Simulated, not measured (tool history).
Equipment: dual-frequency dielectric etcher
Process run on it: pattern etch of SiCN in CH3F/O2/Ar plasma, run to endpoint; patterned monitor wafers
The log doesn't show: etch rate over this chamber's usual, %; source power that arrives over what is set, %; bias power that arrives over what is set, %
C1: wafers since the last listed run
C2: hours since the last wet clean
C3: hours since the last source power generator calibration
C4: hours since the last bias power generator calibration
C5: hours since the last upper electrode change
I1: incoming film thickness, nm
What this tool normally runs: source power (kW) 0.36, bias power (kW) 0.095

Run 1, hour 0: usual settings but source power (kW) 0.32; C1 0; C2 437.1; C3 1458; C4 4606.7; C5 0.5; I1 7.46. Result: endpoint time (s) 20.5.
Run 2, hour 0.4: usual settings but source power (kW) 0.32; C1 3; C2 437.5; C3 1458.4; C4 4607.1; C5 0.9; I1 7.37. Result: endpoint time (s) 20.2.
Run 3, hour 13.2: usual settings; C1 126; C2 450.3; C3 1471.2; C4 4619.9; C5 13.7; I1 7.4. Result: endpoint time (s) 19.3.
Run 4, hour 26.9: usual settings but source power (kW) 0.4; C1 135; C2 464; C3 1484.9; C4 4633.6; C5 27.4; I1 7.42. Result: endpoint time (s) 18.2.
Run 5, hour 33.2: usual settings but source power (kW) 0.4; C1 62; C2 470.3; C3 1491.2; C4 4639.9; C5 33.7; I1 7.38. Result: endpoint time (s) 18.4.
Run 6, hour 40.6: usual settings; C1 73; C2 477.7; C3 1498.6; C4 4647.3; C5 41.1; I1 7.45. Result: endpoint time (s) 19.3.
Run 7, hour 54.3: usual settings; C1 135; C2 491.4; C3 1512.3; C4 4661; C5 54.8; I1 7.4. Result: endpoint time (s) 19.2.
Run 8, hour 71.5: usual settings; C1 170; C2 508.6; C3 1529.5; C4 4678.2; C5 72; I1 7.34. Result: endpoint time (s) 19.
Run 9, hour 82.5: usual settings but source power (kW) 0.3, bias power (kW) 0.089; C1 108; C2 519.6; C3 1540.5; C4 4689.2; C5 83; I1 7.36. Result: endpoint time (s) 21.3.
At hour 117.4: wet clean of the chamber.
Run 10, hour 117.9: usual settings but source power (kW) 0.3, bias power (kW) 0.089; C1 112; C2 0.5; C3 1575.9; C4 4724.6; C5 118.4; I1 7.44. Result: endpoint time (s) 21.7.
Run 11, hour 120: usual settings but bias power (kW) 0.087; C1 20; C2 2.6; C3 1578; C4 4726.7; C5 120.5; I1 7.27. Result: endpoint time (s) 19.6.
Run 12, hour 127.5: usual settings; C1 74; C2 10.1; C3 1585.5; C4 4734.2; C5 128; I1 7.49. Result: endpoint time (s) 19.3.
At hour 134.4: bias power generator calibrated.
Run 13, hour 135.9: usual settings; C1 43; C2 18.5; C3 1593.9; C4 1.5; C5 136.4; I1 7.37. Result: endpoint time (s) 19.1.
Run 14, hour 151.7: usual settings but source power (kW) 0.43, bias power (kW) 0.079; C1 156; C2 34.3; C3 1609.7; C4 17.3; C5 152.2; I1 7.37. Result: endpoint time (s) 18.9.
Run 15, hour 164.8: usual settings but source power (kW) 0.33, bias power (kW) 0.078; C1 129; C2 47.4; C3 1622.8; C4 30.4; C5 165.3; I1 7.34. Result: endpoint time (s) 21.2.
Run 16, hour 174.9: usual settings but bias power (kW) 0.077; C1 99; C2 57.5; C3 1632.9; C4 40.5; C5 175.4; I1 7.3. Result: endpoint time (s) 20.7.
Run 17, hour 185.3: usual settings but bias power (kW) 0.082; C1 102; C2 67.9; C3 1643.3; C4 50.9; C5 185.8; I1 7.43. Result: endpoint time (s) 20.5.
Run 18, hour 197.8: usual settings; C1 123; C2 80.4; C3 1655.8; C4 63.4; C5 198.3; I1 7.46. Result: endpoint time (s) 19.3.
Run 19, hour 208.5: usual settings; C1 105; C2 91.1; C3 1666.5; C4 74.1; C5 209; I1 7.44. Result: endpoint time (s) 19.3.
Run 20, hour 224.8: usual settings but source power (kW) 0.31, bias power (kW) 0.083; C1 161; C2 107.4; C3 1682.8; C4 90.4; C5 225.3; I1 7.44. Result: endpoint time (s) 21.8.
Run 21, hour 239.5: usual settings but source power (kW) 0.31; C1 145; C2 122.1; C3 1697.5; C4 105.1; C5 240; I1 7.42. Result: endpoint time (s) 20.7.
Run 22, hour 249.5: usual settings; C1 98; C2 132.1; C3 1707.5; C4 115.1; C5 250; I1 7.37. Result: endpoint time (s) 19.
Run 23, hour 255.9: usual settings but source power (kW) 0.44; C1 63; C2 138.5; C3 1713.9; C4 121.5; C5 256.4; I1 7.34. Result: endpoint time (s) 17.3.
At hour 278.7: source power generator calibrated.
Run 24, hour 283: usual settings but source power (kW) 0.3, bias power (kW) 0.106; C1 228; C2 165.6; C3 4.3; C4 148.6; C5 283.5; I1 7.32. Result: endpoint time (s) 20.
Run 25, hour 295.1: usual settings but source power (kW) 0.28, bias power (kW) 0.111; C1 119; C2 177.7; C3 16.4; C4 160.7; C5 295.6; I1 7.46. Result: endpoint time (s) 20.6.
Run 26, hour 311.6: usual settings; C1 163; C2 194.2; C3 32.9; C4 177.2; C5 312.1; I1 7.37. Result: endpoint time (s) 19.
Run 27, hour 326.9: usual settings but source power (kW) 0.41, bias power (kW) 0.078; C1 151; C2 209.5; C3 48.2; C4 192.5; C5 327.4; I1 7.43. Result: endpoint time (s) 19.5.
Run 28, hour 336.4: usual settings but bias power (kW) 0.102; C1 93; C2 219; C3 57.7; C4 202; C5 336.9; I1 7.37. Result: endpoint time (s) 18.4.
Run 29, hour 345.7: usual settings but source power (kW) 0.43, bias power (kW) 0.084; C1 91; C2 228.3; C3 67; C4 211.3; C5 346.2; I1 7.41. Result: endpoint time (s) 18.5.
Run 30, hour 352.7: usual settings but bias power (kW) 0.112; C1 69; C2 235.3; C3 74; C4 218.3; C5 353.2; I1 7.46. Result: endpoint time (s) 18.1.
Run 31, hour 367.2: usual settings but bias power (kW) 0.08; C1 143; C2 249.8; C3 88.5; C4 232.8; C5 367.7; I1 7.41. Result: endpoint time (s) 20.3.
Run 32, hour 382.4: usual settings; C1 150; C2 265; C3 103.7; C4 248; C5 382.9; I1 7.43. Result: endpoint time (s) 19.2.
Run 33, hour 394.8: usual settings; C1 122; C2 277.4; C3 116.1; C4 260.4; C5 395.3; I1 7.34. Result: endpoint time (s) 19.
Run 34, hour 404.8: usual settings but source power (kW) 0.44, bias power (kW) 0.088; C1 98; C2 287.4; C3 126.1; C4 270.4; C5 405.3; I1 7.4. Result: endpoint time (s) 17.9.
Run 35, hour 412.2: usual settings but source power (kW) 0.43; C1 73; C2 294.8; C3 133.5; C4 277.8; C5 412.7; I1 7.34. Result: endpoint time (s) 17.6.
Run 36, hour 427: usual settings but bias power (kW) 0.086; C1 146; C2 309.6; C3 148.3; C4 292.6; C5 427.5; I1 7.41. Result: endpoint time (s) 19.7.
Run 37, hour 433.9: usual settings but source power (kW) 0.33, bias power (kW) 0.079; C1 68; C2 316.5; C3 155.2; C4 299.5; C5 434.4; I1 7.41. Result: endpoint time (s) 21.4.

Give the tool's hidden conditions for every run:
etch rate over this chamber's usual, %: 0 at every run
source power that arrives over what is set, %: 0 at every run
bias power that arrives over what is set, %: 0 at every run
